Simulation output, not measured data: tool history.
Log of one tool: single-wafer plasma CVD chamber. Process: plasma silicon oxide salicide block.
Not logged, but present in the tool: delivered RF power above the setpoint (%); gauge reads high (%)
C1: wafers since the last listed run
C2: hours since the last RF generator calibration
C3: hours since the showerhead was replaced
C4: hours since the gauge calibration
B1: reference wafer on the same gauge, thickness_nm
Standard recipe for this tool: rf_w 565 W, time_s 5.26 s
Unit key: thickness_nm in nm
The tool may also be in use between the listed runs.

run 1 hour=0.0 | rf_w=565 time_s=4.76 | C1=0 C2=357.2 C3=4911.3 C4=207.1 | B1=59.097 | thickness_nm=50.684
run 2 hour=93.8 | rf_w=615 time_s=4.42 | C1=1793 C2=451.0 C3=5005.1 C4=300.9 | B1=59.115 | thickness_nm=47.733
run 3 hour=148.2 | rf_w=615 time_s=4.42 | C1=1040 C2=505.4 C3=5059.5 C4=355.3 | B1=59.173 | thickness_nm=47.656
run 4 hour=248.6 | rf_w=565 time_s=5.26 | C1=1919 C2=605.8 C3=5159.9 C4=455.7 | B1=59.046 | thickness_nm=55.513
run 5 hour=339.3 | rf_w=565 time_s=5.26 | C1=1734 C2=696.5 C3=5250.6 C4=546.4 | B1=59.111 | thickness_nm=55.532
run 6 hour=436.8 | rf_w=565 time_s=5.26 | C1=1864 C2=794.0 C3=5348.1 C4=643.9 | B1=59.036 | thickness_nm=55.592
run 7 hour=479.9 | rf_w=500 time_s=5.26 | C1=824 C2=837.1 C3=5391.2 C4=687.0 | B1=59.077 | thickness_nm=53.911
run 8 hour=577.2 | rf_w=500 time_s=5.26 | C1=1860 C2=934.4 C3=5488.5 C4=784.3 | B1=59.119 | thickness_nm=53.926
run 9 hour=668.5 | rf_w=635 time_s=5.26 | C1=1745 C2=1025.7 C3=5579.8 C4=875.6 | B1=59.072 | thickness_nm=57.128
run 10 hour=708.0 | rf_w=565 time_s=5.26 | C1=755 C2=1065.2 C3=5619.3 C4=915.1 | B1=59.110 | thickness_nm=55.382
run 11 hour=791.7 | rf_w=460 time_s=5.26 | C1=1600 C2=1148.9 C3=5703.0 C4=998.8 | B1=59.064 | thickness_nm=53.035
-- hour=857.4 gauge calibrated
run 12 hour=872.8 | rf_w=490 time_s=5.92 | C1=1550 C2=1230.0 C3=5784.1 C4=15.4 | B1=59.065 | thickness_nm=60.221
run 13 hour=918.5 | rf_w=615 time_s=4.42 | C1=873 C2=1275.7 C3=5829.8 C4=61.1 | B1=59.132 | thickness_nm=47.618
-- hour=938.2 showerhead replaced
run 14 hour=974.7 | rf_w=565 time_s=5.26 | C1=921 C2=1331.9 C3=36.5 C4=117.3 | B1=59.165 | thickness_nm=55.260
-- hour=1036.0 RF generator calibrated
run 15 hour=1036.5 | rf_w=565 time_s=5.26 | C1=1028 C2=0.5 C3=98.3 C4=179.1 | B1=59.086 | thickness_nm=56.497
run 16 hour=1120.6 | rf_w=520 time_s=4.43 | C1=1608 C2=84.6 C3=182.4 C4=263.2 | B1=59.117 | thickness_nm=46.437
run 17 hour=1157.5 | rf_w=660 time_s=5.26 | C1=705 C2=121.5 C3=219.3 C4=300.1 | B1=59.068 | thickness_nm=58.307
run 18 hour=1259.8 | rf_w=645 time_s=5.74 | C1=1956 C2=223.8 C3=321.6 C4=402.4 | B1=59.074 | thickness_nm=62.958
run 19 hour=1345.3 | rf_w=565 time_s=4.25 | C1=1634 C2=309.3 C3=407.1 C4=487.9 | B1=59.101 | thickness_nm=45.227
run 20 hour=1452.5 | rf_w=465 time_s=5.76 | C1=2049 C2=416.5 C3=514.3 C4=595.1 | B1=59.126 | thickness_nm=58.534

Branching from run 20: 3 alternative next runs. What would each branch give?
run A hour=1452.9 | rf_w=600 time_s=5.26 | C1=7 C2=416.9 C3=514.7 C4=595.5 | B1=? | thickness_nm=?
run B hour=1452.9 | rf_w=665 time_s=5.26 | C1=7 C2=416.9 C3=514.7 C4=595.5 | B1=? | thickness_nm=?
run C hour=1452.9 | rf_w=670 time_s=5.65 | C1=7 C2=416.9 C3=514.7 C4=595.5 | B1=? | thickness_nm=?

run=A B1=59.080 thickness_nm=56.460
run=B B1=59.080 thickness_nm=57.873
run=C B1=59.080 thickness_nm=62.277
Without the tool's unlogged condition, the same runs would have read:
run=A thickness_nm=57.131
run=B thickness_nm=58.560
run=C thickness_nm=63.017
